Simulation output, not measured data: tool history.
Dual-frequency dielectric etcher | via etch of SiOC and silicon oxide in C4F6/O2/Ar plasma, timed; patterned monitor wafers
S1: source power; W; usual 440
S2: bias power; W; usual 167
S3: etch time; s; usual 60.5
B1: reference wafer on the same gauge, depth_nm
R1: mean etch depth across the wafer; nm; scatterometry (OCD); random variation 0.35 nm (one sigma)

{"run": 1, "hour": 0.0, "S1": 440, "S2": 167, "S3": 60.5, "B1": 63.7, "R1": 72.9}
{"run": 2, "hour": 14.9, "S1": 440, "S2": 154, "S3": 60.5, "B1": 63.8, "R1": 72.0}
{"run": 3, "hour": 21.9, "S1": 440, "S2": 154, "S3": 60.5, "B1": 63.7, "R1": 71.8}
{"run": 4, "hour": 29.5, "S1": 440, "S2": 167, "S3": 60.5, "B1": 63.9, "R1": 73.5}
{"run": 5, "hour": 59.3, "S1": 440, "S2": 167, "S3": 60.5, "B1": 63.7, "R1": 73.5}
{"run": 6, "hour": 72.2, "S1": 440, "S2": 167, "S3": 65.5, "B1": 63.8, "R1": 79.7}
{"run": 7, "hour": 88.8, "S1": 440, "S2": 167, "S3": 60.5, "B1": 63.7, "R1": 73.8}
{"run": 8, "hour": 96.8, "S1": 440, "S2": 167, "S3": 47.5, "B1": 63.8, "R1": 57.3}
{"run": 9, "hour": 108.5, "S1": 440, "S2": 158, "S3": 47.0, "B1": 63.8, "R1": 56.8}
{"run": 10, "hour": 116.7, "S1": 440, "S2": 158, "S3": 47.0, "B1": 63.7, "R1": 56.7}
{"hour": 143.5, "done": "bias power generator calibrated"}
{"hour": 146.4, "done": "gauge calibrated"}
{"hour": 147.1, "done": "wet clean of the chamber"}
{"run": 11, "hour": 147.6, "S1": 440, "S2": 199, "S3": 60.5, "B1": 63.8, "R1": 73.0}
{"run": 12, "hour": 148.5, "S1": 440, "S2": 199, "S3": 60.5, "B1": 63.9, "R1": 72.8}
{"hour": 175.7, "done": "upper electrode replaced"}
{"run": 13, "hour": 176.2, "S1": 440, "S2": 167, "S3": 51.5, "B1": 63.8, "R1": 60.2}
{"run": 14, "hour": 176.6, "S1": 540, "S2": 209, "S3": 68.5, "B1": 63.8, "R1": 90.2}
{"run": 15, "hour": 191.7, "S1": 440, "S2": 167, "S3": 60.5, "B1": 63.8, "R1": 70.6}
{"run": 16, "hour": 206.0, "S1": 440, "S2": 199, "S3": 60.5, "B1": 63.9, "R1": 73.0}
{"run": 17, "hour": 212.2, "S1": 440, "S2": 167, "S3": 60.5, "B1": 63.7, "R1": 71.3}
{"run": 18, "hour": 230.0, "S1": 440, "S2": 167, "S3": 60.5, "B1": 63.8, "R1": 70.5}
{"run": 19, "hour": 240.9, "S1": 480, "S2": 193, "S3": 66.0, "B1": 63.8, "R1": 82.6}
{"run": 20, "hour": 249.6, "S1": 440, "S2": 167, "S3": 60.5, "B1": 63.9, "R1": 71.1}
{"run": 21, "hour": 259.4, "S1": 530, "S2": 167, "S3": 44.5, "B1": 63.8, "R1": 56.0}
{"run": 22, "hour": 268.1, "S1": 410, "S2": 167, "S3": 60.5, "B1": 63.9, "R1": 69.2}
{"run": 23, "hour": 283.5, "S1": 440, "S2": 167, "S3": 60.5, "B1": 63.7, "R1": 71.3}
{"run": 24, "hour": 294.8, "S1": 540, "S2": 182, "S3": 60.5, "B1": 63.9, "R1": 78.0}
{"hour": 310.4, "done": "source power generator calibrated"}
{"run": 25, "hour": 310.9, "S1": 440, "S2": 131, "S3": 60.5, "B1": 63.8, "R1": 69.2}
{"run": 26, "hour": 319.7, "S1": 440, "S2": 167, "S3": 60.5, "B1": 63.8, "R1": 72.1}
{"run": 27, "hour": 345.1, "S1": 400, "S2": 194, "S3": 45.0, "B1": 63.9, "R1": 52.9}
{"run": 28, "hour": 360.2, "S1": 500, "S2": 130, "S3": 44.0, "B1": 63.8, "R1": 52.7}
{"run": 29, "hour": 403.9, "S1": 360, "S2": 167, "S3": 52.5, "B1": 63.7, "R1": 58.2}

The same runs without the tool's hidden state, with the same run-to-run variation:
The hidden state here: etch rate over this chamber's usual, %; source power that arrives over what is set, %; bias power that arrives over what is set, %; gauge reads high (%).
run=1 R1=70.1
run=2 R1=69.2
run=3 R1=69.0
run=4 R1=70.5
run=5 R1=70.3
run=6 R1=76.1
run=7 R1=70.4
run=8 R1=54.6
run=9 R1=54.1
run=10 R1=54.0
run=11 R1=72.5
run=12 R1=72.3
run=13 R1=59.7
run=14 R1=89.3
run=15 R1=69.9
run=16 R1=72.1
run=17 R1=70.4
run=18 R1=69.4
run=19 R1=81.3
run=20 R1=69.9
run=21 R1=55.1
run=22 R1=67.9
run=23 R1=69.9
run=24 R1=76.4
run=25 R1=67.7
run=26 R1=70.5
run=27 R1=51.5
run=28 R1=51.3
run=29 R1=56.4

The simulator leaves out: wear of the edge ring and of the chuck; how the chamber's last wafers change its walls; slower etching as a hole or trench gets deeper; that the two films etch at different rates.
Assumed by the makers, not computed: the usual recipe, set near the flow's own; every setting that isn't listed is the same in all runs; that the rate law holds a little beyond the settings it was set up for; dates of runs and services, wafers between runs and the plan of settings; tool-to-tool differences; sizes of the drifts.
